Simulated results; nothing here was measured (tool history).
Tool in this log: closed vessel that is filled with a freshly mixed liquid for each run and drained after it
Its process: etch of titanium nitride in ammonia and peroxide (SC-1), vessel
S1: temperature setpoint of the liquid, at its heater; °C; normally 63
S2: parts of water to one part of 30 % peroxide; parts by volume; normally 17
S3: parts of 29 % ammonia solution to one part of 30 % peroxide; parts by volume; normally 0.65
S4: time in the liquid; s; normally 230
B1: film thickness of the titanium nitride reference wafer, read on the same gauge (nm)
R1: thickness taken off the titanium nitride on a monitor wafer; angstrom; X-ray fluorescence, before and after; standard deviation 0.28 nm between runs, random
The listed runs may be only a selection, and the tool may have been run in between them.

| run | day | S1 | S2 | S3 | S4 | B1 | R1 |
|---|---|---|---|---|---|---|---|
| 1 | 0 | 57.5 | 17 | 0.75 | 230 | 142.98 | 259.4 |
| 2 | 2.746 | 57.5 | 17 | 0.75 | 230 | 143.31 | 259.9 |
| 3 | 4.162 | 63 | 17 | 0.65 | 230 | 143.52 | 363.3 |
| 4 | 6.992 | 63 | 17 | 0.65 | 230 | 143.96 | 361.5 |
| 5 | 8.15 | 63 | 15 | 0.65 | 230 | 144.13 | 385 |
| 6 | 10.146 | 63 | 15 | 0.65 | 230 | 144.49 | 384.8 |
| 7 | 12.375 | 65.5 | 17 | 0.65 | 230 | 144.87 | 429.3 |
| 8 | 13.683 | 65.5 | 17 | 0.65 | 230 | 145.12 | 427.2 |
| 9 | 15.592 | 65.5 | 17 | 0.65 | 230 | 145.45 | 426.9 |
| 10 | 18.167 | 63 | 17 | 0.65 | 230 | 145.98 | 369.6 |
| 11 | 20.35 | 63 | 17 | 0.65 | 230 | 146.46 | 371.6 |
| 12 | 22.554 | 63 | 21 | 0.65 | 230 | 146.9 | 329.3 |
|  | 26.758 | new drum of ammonia solution connected |
| 13 | 26.779 | 63 | 9 | 0.65 | 160 | 147.86 | 360.6 |
|  | 27.258 | gauge calibrated |
| 14 | 28.392 | 63 | 11 | 0.4 | 295 | 139.1 | 521.6 |
| 15 | 30.229 | 57.5 | 17 | 0.75 | 230 | 139.15 | 249.7 |
| 16 | 32.867 | 66.5 | 17 | 0.65 | 100 | 139.17 | 189.5 |
| 17 | 35.758 | 66 | 17 | 0.65 | 330 | 139.29 | 604.8 |
| 18 | 37.4 | 63 | 17 | 0.65 | 230 | 139.36 | 350.1 |
|  | 38.45 | ammonia flow meter replaced |
|  | 39.712 | thermometer replaced |
| 19 | 39.729 | 58.5 | 21 | 0.8 | 230 | 139.43 | 239.9 |
| 20 | 42.596 | 68 | 23.5 | 0.65 | 230 | 139.62 | 404.9 |
| 21 | 46.783 | 69.5 | 10.5 | 0.4 | 310 | 139.95 | 848.2 |
| 22 | 48.25 | 63 | 17 | 0.85 | 330 | 140.08 | 521.5 |
| 23 | 50.533 | 63 | 17 | 0.75 | 230 | 140.31 | 364 |
| 24 | 52.933 | 63 | 9 | 0.5 | 155 | 140.53 | 314.3 |
| 25 | 55.175 | 63 | 11.5 | 0.85 | 230 | 140.78 | 458.8 |
| 26 | 57.617 | 63 | 20.5 | 0.65 | 315 | 141.15 | 438 |

What the log doesn't show, run by run:
liquid hotter than its thermometer reads (K): 0 at every run
ammonia flow below the setpoint (%): 0 at every run
ammonia solution weaker than its label (%): 0 at every run
H1: gauge reads high (%)
| run | H1 |
|---|---|
| 1 | 2.13 |
| 2 | 2.38 |
| 3 | 2.52 |
| 4 | 2.82 |
| 5 | 2.95 |
| 6 | 3.19 |
| 7 | 3.47 |
| 8 | 3.64 |
| 9 | 3.9 |
| 10 | 4.26 |
| 11 | 4.59 |
| 12 | 4.93 |
| 13 | 5.64 |
| 14 | -0.641 |
| 15 | -0.629 |
| 16 | -0.593 |
| 17 | -0.528 |
| 18 | -0.48 |
| 19 | -0.396 |
| 20 | -0.269 |
| 21 | -0.037 |
| 22 | 0.0575 |
| 23 | 0.218 |
| 24 | 0.405 |
| 25 | 0.596 |
| 26 | 0.822 |
